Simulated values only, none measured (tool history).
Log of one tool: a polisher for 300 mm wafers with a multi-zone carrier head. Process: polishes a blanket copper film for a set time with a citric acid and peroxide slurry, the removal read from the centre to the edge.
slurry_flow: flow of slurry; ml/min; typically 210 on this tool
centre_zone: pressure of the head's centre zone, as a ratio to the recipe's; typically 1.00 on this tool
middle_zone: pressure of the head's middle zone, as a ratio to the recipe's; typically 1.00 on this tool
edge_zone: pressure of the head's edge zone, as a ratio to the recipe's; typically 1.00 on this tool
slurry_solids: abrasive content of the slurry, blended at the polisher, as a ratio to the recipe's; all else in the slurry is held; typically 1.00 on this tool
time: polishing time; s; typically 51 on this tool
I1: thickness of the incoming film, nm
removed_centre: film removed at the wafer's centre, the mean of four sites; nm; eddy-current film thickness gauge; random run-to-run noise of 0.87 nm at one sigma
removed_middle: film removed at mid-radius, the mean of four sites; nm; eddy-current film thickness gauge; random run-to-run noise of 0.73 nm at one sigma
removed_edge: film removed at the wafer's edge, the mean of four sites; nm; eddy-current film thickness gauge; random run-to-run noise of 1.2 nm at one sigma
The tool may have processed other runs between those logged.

Run 1, hour 0.0: usual settings; I1 653.6. Result: removed_centre 74.8 nm, removed_middle 74.6 nm, removed_edge 76.3 nm.
At hour 44.2: carrier head's membrane replaced by a new one.
Run 2, hour 71.9: usual settings but centre_zone 0.92; I1 639.4. Result: removed_centre 67.5 nm, removed_middle 73.4 nm, removed_edge 74.1 nm.
At hour 105.7: edge zone pressure recalibrated.
Run 3, hour 129.4: usual settings but edge_zone 0.89, slurry_solids 1.10, time 33 s; I1 646.3. Result: removed_centre 47.1 nm, removed_middle 47.7 nm, removed_edge 45.6 nm.
At hour 146.8: slurry nozzle cleaned.
At hour 152.9: centre zone pressure recalibrated.
Run 4, hour 170.2: usual settings but slurry_flow 155 ml/min, middle_zone 0.90, edge_zone 1.11, time 56 s; I1 645.0. Result: removed_centre 72.2 nm, removed_middle 68.8 nm, removed_edge 80.7 nm.
Run 5, hour 200.9: usual settings but middle_zone 0.92, slurry_solids 1.20, time 45 s; I1 648.1. Result: removed_centre 64.6 nm, removed_middle 61.1 nm, removed_edge 66.4 nm.
Run 6, hour 229.1: usual settings; I1 642.3. Result: removed_centre 68.5 nm, removed_middle 68.7 nm, removed_edge 71.2 nm.
Run 7, hour 291.6: usual settings but centre_zone 1.04; I1 649.8. Result: removed_centre 69.3 nm, removed_middle 65.2 nm, removed_edge 68.7 nm.
At hour 330.0: worn pad replaced by a new one.
Run 8, hour 342.1: usual settings but slurry_solids 0.90; I1 648.1. Result: removed_centre 73.2 nm, removed_middle 74.3 nm, removed_edge 76.0 nm.
Run 9, hour 384.5: usual settings but time 38 s; I1 641.5. Result: removed_centre 54.9 nm, removed_middle 55.5 nm, removed_edge 56.7 nm.
Run 10, hour 433.1: usual settings but slurry_solids 1.10; I1 651.7. Result: removed_centre 75.5 nm, removed_middle 74.4 nm, removed_edge 76.2 nm.
Run 11, hour 461.7: usual settings; I1 654.0. Result: removed_centre 73.1 nm, removed_middle 74.5 nm, removed_edge 75.6 nm.
Run 12, hour 492.3: usual settings; I1 650.5. Result: removed_centre 73.7 nm, removed_middle 72.6 nm, removed_edge 74.2 nm.
Run 13, hour 553.9: usual settings but slurry_flow 260 ml/min, centre_zone 0.91, edge_zone 0.93, time 46 s; I1 648.4. Result: removed_centre 59.8 nm, removed_middle 67.8 nm, removed_edge 66.8 nm.
Run 14, hour 579.0: usual settings but middle_zone 0.92, slurry_solids 1.20, time 45 s; I1 655.6. Result: removed_centre 65.3 nm, removed_middle 62.9 nm, removed_edge 66.8 nm.
At hour 620.7: edge zone pressure recalibrated.
Run 15, hour 633.8: usual settings but slurry_flow 140 ml/min, middle_zone 0.91, edge_zone 0.95, slurry_solids 1.15; I1 646.4. Result: removed_centre 65.7 nm, removed_middle 61.3 nm, removed_edge 66.5 nm.
Run 16, hour 679.7: usual settings but slurry_flow 140 ml/min; I1 642.9. Result: removed_centre 62.5 nm, removed_middle 62.3 nm, removed_edge 66.7 nm.
At hour 728.3: slurry nozzle cleaned.
Run 17, hour 732.6: usual settings but centre_zone 1.11; I1 657.3. Result: removed_centre 72.4 nm, removed_middle 65.0 nm, removed_edge 66.5 nm.
At hour 763.0: centre zone pressure recalibrated.
At hour 765.0: worn pad replaced by a new one.
Run 18, hour 776.2: usual settings but edge_zone 0.94, slurry_solids 0.80, time 38 s; I1 653.4. Result: removed_centre 54.3 nm, removed_middle 53.8 nm, removed_edge 53.9 nm.
Run 19, hour 812.0: usual settings; I1 639.0. Result: removed_centre 75.2 nm, removed_middle 75.4 nm, removed_edge 76.9 nm.
Run 20, hour 848.4: usual settings but edge_zone 1.05; I1 653.0. Result: removed_centre 75.3 nm, removed_middle 74.1 nm, removed_edge 79.7 nm.
Run 21, hour 878.0: usual settings but edge_zone 1.09; I1 636.6. Result: removed_centre 75.0 nm, removed_middle 73.5 nm, removed_edge 79.8 nm.

4 options for the next run, each taken on its own from the tool as it stands now. Forecast them:
Run A, hour 878.4: usual settings but middle_zone 0.95; I1 646.7. Result: removed_centre ?, removed_middle ?, removed_edge ?.
Run B, hour 878.4: usual settings but time 56 s; I1 646.7. Result: removed_centre ?, removed_middle ?, removed_edge ?.
Run C, hour 878.4: usual settings but slurry_flow 140 ml/min, time 44 s; I1 646.7. Result: removed_centre ?, removed_middle ?, removed_edge ?.
Run D, hour 878.4: usual settings but edge_zone 1.11; I1 646.7. Result: removed_centre ?, removed_middle ?, removed_edge ?.

run  removed_centre  removed_middle  removed_edge
  A            75.1            73.3          75.5
  B            82.5            83.2          82.8
  C            59.3            60.4          61.4
  D            75.1            75.8          78.9
With no hidden state in the tool, these same runs would have given:
run  removed_centre  removed_middle  removed_edge
  A            76.4            74.6          76.8
  B            83.9            84.7          84.3
  C            60.3            61.4          62.5
  D            76.4            77.1          80.3
